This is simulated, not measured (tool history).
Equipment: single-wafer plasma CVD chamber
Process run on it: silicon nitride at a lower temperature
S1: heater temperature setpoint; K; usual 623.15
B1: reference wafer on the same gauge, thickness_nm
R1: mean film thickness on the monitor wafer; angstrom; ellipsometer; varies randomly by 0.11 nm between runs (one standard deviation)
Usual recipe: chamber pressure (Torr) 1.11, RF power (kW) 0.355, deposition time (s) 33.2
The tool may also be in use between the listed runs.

run 1 hour=0 | S1=623.15 chamber_pressure_(Torr)=1.21 RF_power_(kW)=0.355 deposition_time_(s)=33.2 | B1=39.302 | R1=390.13
run 2 hour=9.5 | S1=614.15 chamber_pressure_(Torr)=1.11 RF_power_(kW)=0.355 deposition_time_(s)=35.1 | B1=39.293 | R1=404.18
run 3 hour=21.2 | S1=623.15 chamber_pressure_(Torr)=1.11 RF_power_(kW)=0.355 deposition_time_(s)=33.2 | B1=39.296 | R1=378.36
run 4 hour=37.1 | S1=623.15 chamber_pressure_(Torr)=1.11 RF_power_(kW)=0.355 deposition_time_(s)=33.2 | B1=39.275 | R1=380.44
run 5 hour=46.8 | S1=623.15 chamber_pressure_(Torr)=1.11 RF_power_(kW)=0.355 deposition_time_(s)=33.2 | B1=39.304 | R1=379.41
-- hour=59.2 showerhead replaced
run 6 hour=59.7 | S1=634.15 chamber_pressure_(Torr)=1.11 RF_power_(kW)=0.355 deposition_time_(s)=33.2 | B1=39.319 | R1=379
run 7 hour=68 | S1=634.15 chamber_pressure_(Torr)=1.11 RF_power_(kW)=0.355 deposition_time_(s)=33.2 | B1=39.32 | R1=378.12
run 8 hour=77.9 | S1=634.15 chamber_pressure_(Torr)=1.11 RF_power_(kW)=0.355 deposition_time_(s)=33.2 | B1=39.315 | R1=379.45
run 9 hour=88.2 | S1=623.15 chamber_pressure_(Torr)=1.11 RF_power_(kW)=0.4 deposition_time_(s)=33.2 | B1=39.278 | R1=418.22
run 10 hour=98.9 | S1=623.15 chamber_pressure_(Torr)=1.11 RF_power_(kW)=0.355 deposition_time_(s)=33.2 | B1=39.327 | R1=380.07
run 11 hour=111.5 | S1=610.15 chamber_pressure_(Torr)=0.95 RF_power_(kW)=0.285 deposition_time_(s)=26.9 | B1=39.277 | R1=241.88
run 12 hour=128.8 | S1=623.15 chamber_pressure_(Torr)=0.96 RF_power_(kW)=0.295 deposition_time_(s)=33.2 | B1=39.29 | R1=309.79
run 13 hour=136.9 | S1=623.15 chamber_pressure_(Torr)=1.11 RF_power_(kW)=0.355 deposition_time_(s)=31.4 | B1=39.306 | R1=359.88
run 14 hour=143 | S1=632.15 chamber_pressure_(Torr)=1.11 RF_power_(kW)=0.32 deposition_time_(s)=38.7 | B1=39.33 | R1=404.87
run 15 hour=153.4 | S1=623.15 chamber_pressure_(Torr)=0.97 RF_power_(kW)=0.38 deposition_time_(s)=33.2 | B1=39.297 | R1=382.78
-- hour=162.5 capacitance manometer re-zeroed and calibrated
run 16 hour=163 | S1=623.15 chamber_pressure_(Torr)=1.11 RF_power_(kW)=0.355 deposition_time_(s)=33.2 | B1=39.303 | R1=379.12
run 17 hour=169.6 | S1=623.15 chamber_pressure_(Torr)=0.96 RF_power_(kW)=0.295 deposition_time_(s)=33.2 | B1=39.25 | R1=306.57
-- hour=187.5 RF generator calibrated
run 18 hour=188 | S1=629.15 chamber_pressure_(Torr)=1.11 RF_power_(kW)=0.375 deposition_time_(s)=38 | B1=39.304 | R1=485.12
run 19 hour=191.3 | S1=611.15 chamber_pressure_(Torr)=1.11 RF_power_(kW)=0.355 deposition_time_(s)=27.2 | B1=39.318 | R1=333.03
run 20 hour=203.6 | S1=613.15 chamber_pressure_(Torr)=1.27 RF_power_(kW)=0.32 deposition_time_(s)=37 | B1=39.251 | R1=435.48
-- hour=204.5 gauge calibrated
run 21 hour=210 | S1=613.15 chamber_pressure_(Torr)=1.19 RF_power_(kW)=0.42 deposition_time_(s)=35.5 | B1=39.292 | R1=504.33
-- hour=223.2 thermocouple changed; heater temperature recalibrated
run 22 hour=223.7 | S1=623.15 chamber_pressure_(Torr)=0.86 RF_power_(kW)=0.315 deposition_time_(s)=31.3 | B1=39.278 | R1=315.82
run 23 hour=227.4 | S1=623.15 chamber_pressure_(Torr)=1.37 RF_power_(kW)=0.31 deposition_time_(s)=28.1 | B1=39.327 | R1=328.52
run 24 hour=233.8 | S1=623.15 chamber_pressure_(Torr)=1.11 RF_power_(kW)=0.355 deposition_time_(s)=28.1 | B1=39.301 | R1=341.74
run 25 hour=244.6 | S1=629.15 chamber_pressure_(Torr)=1.11 RF_power_(kW)=0.375 deposition_time_(s)=38 | B1=39.35 | R1=480.3
run 26 hour=261.8 | S1=623.15 chamber_pressure_(Torr)=1.11 RF_power_(kW)=0.355 deposition_time_(s)=33.2 | B1=39.301 | R1=402.27
run 27 hour=268.8 | S1=623.15 chamber_pressure_(Torr)=1.11 RF_power_(kW)=0.355 deposition_time_(s)=33.2 | B1=39.293 | R1=400.36
run 28 hour=277.2 | S1=623.15 chamber_pressure_(Torr)=1.11 RF_power_(kW)=0.355 deposition_time_(s)=33.2 | B1=39.314 | R1=400.87
run 29 hour=287.9 | S1=627.15 chamber_pressure_(Torr)=1.33 RF_power_(kW)=0.295 deposition_time_(s)=33.2 | B1=39.339 | R1=365.64
run 30 hour=303.9 | S1=623.15 chamber_pressure_(Torr)=1.11 RF_power_(kW)=0.355 deposition_time_(s)=33.2 | B1=39.274 | R1=400.85

Alternative continuations, all from the tool just after run 30; predict every row:
run A hour=304.3 | S1=623.15 chamber_pressure_(Torr)=1.11 RF_power_(kW)=0.355 deposition_time_(s)=33.2 | B1=? | R1=?
run B hour=304.3 | S1=637.15 chamber_pressure_(Torr)=1.01 RF_power_(kW)=0.425 deposition_time_(s)=33.2 | B1=? | R1=?
run C hour=304.3 | S1=623.15 chamber_pressure_(Torr)=1.39 RF_power_(kW)=0.355 deposition_time_(s)=33.2 | B1=? | R1=?

run=A B1=39.315 R1=400.29
run=B B1=39.315 R1=439.76
run=C B1=39.315 R1=430.7
With the hidden condition removed and each run's random variation left untouched, the same runs would have given:
run=A R1=407.29
run=B R1=446.95
run=C R1=438.24
